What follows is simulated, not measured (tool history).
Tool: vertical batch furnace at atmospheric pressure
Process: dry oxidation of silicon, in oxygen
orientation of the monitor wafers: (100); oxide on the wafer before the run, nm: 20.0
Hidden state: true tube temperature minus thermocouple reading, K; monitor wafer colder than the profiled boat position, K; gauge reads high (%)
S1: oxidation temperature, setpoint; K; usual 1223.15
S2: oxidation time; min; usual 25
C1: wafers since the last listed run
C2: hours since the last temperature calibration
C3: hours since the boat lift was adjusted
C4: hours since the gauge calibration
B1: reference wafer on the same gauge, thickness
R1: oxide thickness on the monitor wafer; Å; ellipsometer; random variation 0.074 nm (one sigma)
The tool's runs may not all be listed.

run,day,S1,S2,C1,C2,C3,C4,B1,R1
1,0,1223.15,25,0,3638.9,2659.1,118.8,27.3,307.4
2,3.579,1223.15,25,1371,3724.8,2745,204.7,27.31,307.6
3,7.55,1212.15,31.5,1521,3820.1,2840.3,300,27.29,315.9
4,10.025,1238.15,25,948,3879.5,2899.7,359.4,27.3,324.8
5,13.971,1238.15,25,1512,3974.2,2994.4,454.1,27.27,324.1
6,17.712,1223.15,25,1433,4064,3084.2,543.9,27.29,307.5
7,21.071,1223.15,25,1287,4144.6,3164.8,624.5,27.3,306.3
8,23.971,1223.15,25,1111,4214.2,3234.4,694.1,27.3,307.7
9,25.55,1223.15,21,605,4252.1,3272.3,732,27.28,291
10,29.367,1223.15,21,1462,4343.7,3363.9,823.6,27.3,293.3
11,31.267,1223.15,21,728,4389.3,3409.5,869.2,27.31,292.5
12,34.792,1223.15,25,1350,4473.9,3494.1,953.8,27.3,308.1
13,38.925,1223.15,25,1584,4573.1,3593.3,1053,27.29,307.8
# day 49.054: thermocouples replaced and temperature profile calibrated
14,49.075,1223.15,34,3506,0.5,3836.9,1296.6,27.29,333.1
# day 53.817: boat lift adjusted
15,53.838,1205.15,30,1441,114.8,0.5,1410.9,27.3,296.1
16,56.521,1215.15,37,1028,179.2,64.9,1475.3,27.29,331.3
17,60.408,1239.15,29,1489,272.5,158.2,1568.6,27.29,338.6
18,64.288,1223.15,25,1486,365.6,251.3,1661.7,27.31,302.1
19,67.471,1223.15,25,1219,442,327.7,1738.1,27.29,302.6
20,73.746,1223.15,13.5,2404,592.6,478.3,1888.7,27.28,259.8
21,76.583,1202.15,30.5,1087,660.7,546.4,1956.8,27.31,294.8
22,79.1,1215.15,25,964,721.1,606.8,2017.2,27.3,293.2
# day 79.317: gauge calibrated
23,82.617,1223.15,25,1347,805.5,691.2,79.2,27.3,303.8
24,86.079,1245.15,25,1326,888.6,774.3,162.3,27.3,330.2
25,89.204,1234.15,25,1197,963.6,849.3,237.3,27.3,318.1
26,93.658,1223.15,25,1706,1070.5,956.2,344.2,27.31,304.4
27,95.771,1234.15,13.5,809,1121.2,1006.9,394.9,27.3,269.4
28,99.762,1223.15,25,1529,1217,1102.7,490.7,27.28,305.6
29,102.317,1209.15,17,978,1278.3,1164,552,27.3,262.2

Some steps in R1 between neighbouring runs. How much of each would the tool show without its hidden state too (settings, what came in, random variation), and how much is left for the hidden state, with any gauge scatter that isn't in both results?
Run 13 -> 14: S2 25 -> 34, thermocouples replaced and temperature profile calibrated. R1 +25.3 Å: hidden state -6.4, all else +31.7.
Run 19 -> 20: S2 25 -> 13.5. R1 -42.8 Å: hidden state -0.6, all else -42.2.
Run 27 -> 28: S1 1234.15 -> 1223.15, S2 13.5 -> 25. R1 +36.2 Å: hidden state +2.1, all else +34.1.
Run 28 -> 29: S1 1223.15 -> 1209.15, S2 25 -> 17. R1 -43.4 Å: hidden state -1.7, all else -41.7.
